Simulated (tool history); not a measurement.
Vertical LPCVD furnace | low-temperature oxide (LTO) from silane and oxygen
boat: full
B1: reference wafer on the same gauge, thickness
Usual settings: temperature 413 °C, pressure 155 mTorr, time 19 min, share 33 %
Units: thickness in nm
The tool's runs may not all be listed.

Run 1, day 0: usual settings but time 16 min; B1 101. Result: thickness 88.88 nm.
Run 2, day 4.15: usual settings but time 16 min; B1 101.07. Result: thickness 89.05 nm.
Run 3, day 7.225: usual settings but time 16 min; B1 101.1. Result: thickness 88.36 nm.
Run 4, day 9.583: usual settings; B1 100.96. Result: thickness 106.92 nm.
Run 5, day 13.208: usual settings; B1 101.05. Result: thickness 106.46 nm.
Run 6, day 17.283: usual settings; B1 101.08. Result: thickness 106.13 nm.
Run 7, day 20.083: usual settings but share 38 %; B1 101.08. Result: thickness 127.51 nm.
At day 21.625: silane flow controller replaced.
Run 8, day 22.754: usual settings; B1 100.95. Result: thickness 100.99 nm.
Run 9, day 26.217: usual settings; B1 101.08. Result: thickness 100.3 nm.
Run 10, day 28.262: usual settings; B1 101.05. Result: thickness 101.23 nm.
Run 11, day 30.342: usual settings; B1 101.01. Result: thickness 100.4 nm.
Run 12, day 33.496: usual settings; B1 101.03. Result: thickness 102.03 nm.
Run 13, day 37.075: usual settings; B1 101. Result: thickness 101.58 nm.

Run 14 comes next. What will it give?
At day 41.4: gauge calibrated.
At day 42.183: pressure gauge zeroed.
Run 14, day 42.204: usual settings but pressure 175 mTorr, time 22.5 min, share 35 %; B1 ?. Result: thickness ?.

{"run 14": {"B1": 100.9, "thickness": 145.68}}
Without the tool's hidden state the same run would have given thickness 145.57 nm.

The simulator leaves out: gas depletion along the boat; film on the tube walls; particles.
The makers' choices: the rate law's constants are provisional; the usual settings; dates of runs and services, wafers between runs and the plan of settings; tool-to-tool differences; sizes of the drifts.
